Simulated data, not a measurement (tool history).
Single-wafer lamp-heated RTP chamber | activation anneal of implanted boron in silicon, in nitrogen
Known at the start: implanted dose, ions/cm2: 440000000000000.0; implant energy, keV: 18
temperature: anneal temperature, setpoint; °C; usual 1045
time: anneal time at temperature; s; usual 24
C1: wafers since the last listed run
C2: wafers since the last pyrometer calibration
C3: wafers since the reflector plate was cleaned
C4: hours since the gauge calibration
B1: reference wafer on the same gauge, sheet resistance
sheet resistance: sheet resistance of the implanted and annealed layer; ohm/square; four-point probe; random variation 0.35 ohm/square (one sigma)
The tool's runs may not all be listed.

{"run": 1, "hour": 0.0, "temperature": 1045, "time": 24, "C1": 0, "C2": 977, "C3": 1143, "C4": 1357.7, "B1": 264.03, "sheet resistance": 230.4}
{"run": 2, "hour": 50.2, "temperature": 1045, "time": 24, "C1": 708, "C2": 1685, "C3": 1851, "C4": 1407.9, "B1": 264.11, "sheet resistance": 230.1}
{"run": 3, "hour": 91.3, "temperature": 1045, "time": 29, "C1": 579, "C2": 2265, "C3": 2431, "C4": 1449.0, "B1": 264.11, "sheet resistance": 229.34}
{"run": 4, "hour": 142.1, "temperature": 1045, "time": 29, "C1": 716, "C2": 2981, "C3": 3148, "C4": 1499.8, "B1": 264.34, "sheet resistance": 229.38}
{"run": 5, "hour": 171.1, "temperature": 1045, "time": 29, "C1": 409, "C2": 3390, "C3": 3557, "C4": 1528.8, "B1": 264.32, "sheet resistance": 230.01}
{"run": 6, "hour": 210.9, "temperature": 1032, "time": 24, "C1": 561, "C2": 3952, "C3": 4118, "C4": 1568.6, "B1": 264.12, "sheet resistance": 231.37}
{"run": 7, "hour": 278.6, "temperature": 1032, "time": 24, "C1": 955, "C2": 4907, "C3": 5073, "C4": 1636.3, "B1": 263.9, "sheet resistance": 231.2}
{"hour": 306.9, "done": "reflector plate cleaned"}
{"run": 8, "hour": 319.2, "temperature": 1045, "time": 24, "C1": 459, "C2": 5367, "C3": 174, "C4": 1676.9, "B1": 264.04, "sheet resistance": 229.97}
{"run": 9, "hour": 358.6, "temperature": 1045, "time": 24, "C1": 555, "C2": 5923, "C3": 730, "C4": 1716.3, "B1": 263.78, "sheet resistance": 229.64}
{"run": 10, "hour": 389.9, "temperature": 1045, "time": 24, "C1": 441, "C2": 6364, "C3": 1171, "C4": 1747.6, "B1": 263.87, "sheet resistance": 230.2}
{"run": 11, "hour": 446.7, "temperature": 1045, "time": 24, "C1": 801, "C2": 7165, "C3": 1972, "C4": 1804.4, "B1": 263.85, "sheet resistance": 229.5}
{"hour": 508.2, "done": "pyrometer window cleaned and pyrometer calibrated"}
{"run": 12, "hour": 518.1, "temperature": 1045, "time": 24, "C1": 894, "C2": 139, "C3": 2867, "C4": 1875.8, "B1": 263.6, "sheet resistance": 229.6}
{"run": 13, "hour": 547.3, "temperature": 1045, "time": 24, "C1": 411, "C2": 551, "C3": 3279, "C4": 1905.0, "B1": 263.77, "sheet resistance": 229.92}
{"run": 14, "hour": 591.5, "temperature": 1023, "time": 24, "C1": 623, "C2": 1174, "C3": 3902, "C4": 1949.2, "B1": 263.74, "sheet resistance": 231.52}
{"run": 15, "hour": 641.2, "temperature": 1024, "time": 36, "C1": 701, "C2": 1876, "C3": 4603, "C4": 1998.9, "B1": 263.94, "sheet resistance": 230.69}
{"hour": 654.6, "done": "gauge calibrated"}
{"run": 16, "hour": 687.0, "temperature": 1045, "time": 24, "C1": 646, "C2": 2522, "C3": 5249, "C4": 32.4, "B1": 266.79, "sheet resistance": 232.07}
{"hour": 707.6, "done": "reflector plate cleaned"}
{"run": 17, "hour": 721.7, "temperature": 1025, "time": 20, "C1": 376, "C2": 2898, "C3": 198, "C4": 67.1, "B1": 266.64, "sheet resistance": 234.23}
{"run": 18, "hour": 750.2, "temperature": 1045, "time": 31, "C1": 402, "C2": 3300, "C3": 600, "C4": 95.6, "B1": 266.81, "sheet resistance": 231.45}
{"run": 19, "hour": 821.1, "temperature": 1068, "time": 24, "C1": 1000, "C2": 4301, "C3": 1600, "C4": 166.5, "B1": 266.25, "sheet resistance": 230.28}
{"run": 20, "hour": 859.1, "temperature": 1045, "time": 24, "C1": 536, "C2": 4837, "C3": 2136, "C4": 204.5, "B1": 266.34, "sheet resistance": 232.44}
{"run": 21, "hour": 885.4, "temperature": 1029, "time": 14, "C1": 371, "C2": 5208, "C3": 2507, "C4": 230.8, "B1": 266.21, "sheet resistance": 233.85}
{"run": 22, "hour": 927.4, "temperature": 1063, "time": 28, "C1": 592, "C2": 5800, "C3": 3100, "C4": 272.8, "B1": 265.84, "sheet resistance": 229.25}
{"run": 23, "hour": 953.4, "temperature": 1027, "time": 11, "C1": 366, "C2": 6167, "C3": 3467, "C4": 298.8, "B1": 265.94, "sheet resistance": 234.67}
{"run": 24, "hour": 994.4, "temperature": 1053, "time": 34, "C1": 578, "C2": 6745, "C3": 4045, "C4": 339.8, "B1": 265.57, "sheet resistance": 229.43}
{"run": 25, "hour": 1038.2, "temperature": 1068, "time": 34, "C1": 617, "C2": 7363, "C3": 4663, "C4": 383.6, "B1": 265.51, "sheet resistance": 228.1}
{"hour": 1087.7, "done": "reflector plate cleaned"}
{"hour": 1097.9, "done": "pyrometer window cleaned and pyrometer calibrated"}
{"run": 26, "hour": 1109.0, "temperature": 1032, "time": 10, "C1": 773, "C2": 157, "C3": 187, "C4": 454.4, "B1": 265.31, "sheet resistance": 234.37}
{"run": 27, "hour": 1171.6, "temperature": 1045, "time": 24, "C1": 883, "C2": 1040, "C3": 1070, "C4": 517.0, "B1": 265.06, "sheet resistance": 231.16}
{"run": 28, "hour": 1229.9, "temperature": 1071, "time": 28, "C1": 822, "C2": 1862, "C3": 1893, "C4": 575.3, "B1": 264.97, "sheet resistance": 228.2}
{"run": 29, "hour": 1276.7, "temperature": 1068, "time": 15, "C1": 660, "C2": 2522, "C3": 2553, "C4": 622.1, "B1": 265.21, "sheet resistance": 230.13}
{"run": 30, "hour": 1302.7, "temperature": 1045, "time": 32, "C1": 366, "C2": 2889, "C3": 2920, "C4": 648.1, "B1": 264.87, "sheet resistance": 229.31}
{"run": 31, "hour": 1351.0, "temperature": 1045, "time": 24, "C1": 681, "C2": 3570, "C3": 3601, "C4": 696.4, "B1": 264.91, "sheet resistance": 230.91}
{"run": 32, "hour": 1379.2, "temperature": 1070, "time": 12, "C1": 397, "C2": 3968, "C3": 3999, "C4": 724.6, "B1": 264.78, "sheet resistance": 231.03}
{"hour": 1428.9, "done": "reflector plate cleaned"}
{"run": 33, "hour": 1437.0, "temperature": 1030, "time": 30, "C1": 702, "C2": 4671, "C3": 114, "C4": 782.4, "B1": 264.54, "sheet resistance": 231.73}
{"run": 34, "hour": 1491.4, "temperature": 1045, "time": 24, "C1": 767, "C2": 5438, "C3": 882, "C4": 836.8, "B1": 264.44, "sheet resistance": 230.66}
{"run": 35, "hour": 1531.1, "temperature": 1028, "time": 11, "C1": 560, "C2": 5998, "C3": 1442, "C4": 876.5, "B1": 264.46, "sheet resistance": 233.35}

Some steps in sheet resistance between neighbouring runs. How much of each would the tool show without its hidden state too (settings, what came in, random variation), and how much is left for the hidden state, with any gauge scatter that isn't in both results?
The hidden state here: true wafer temperature minus pyrometer reading, K; wafer temperature error from the tarnished reflector plate, K; gauge reads high (%).
Run 15 -> 16: temperature 1024 -> 1045, time 36 -> 24, gauge calibrated. sheet resistance +1.38 ohm/square: hidden state +2.70, all else -1.32.
Run 18 -> 19: temperature 1045 -> 1068, time 31 -> 24. sheet resistance -1.17 ohm/square: hidden state -0.26, all else -0.91.
Run 22 -> 23: temperature 1063 -> 1027, time 28 -> 11. sheet resistance +5.42 ohm/square: hidden state -0.10, all else +5.52.
Run 23 -> 24: temperature 1027 -> 1053, time 11 -> 34. sheet resistance -5.24 ohm/square: hidden state -0.09, all else -5.15.
Run 25 -> 26: temperature 1068 -> 1032, time 34 -> 10, reflector plate cleaned, pyrometer window cleaned and pyrometer calibrated. sheet resistance +6.27 ohm/square: hidden state -0.21, all else +6.48.
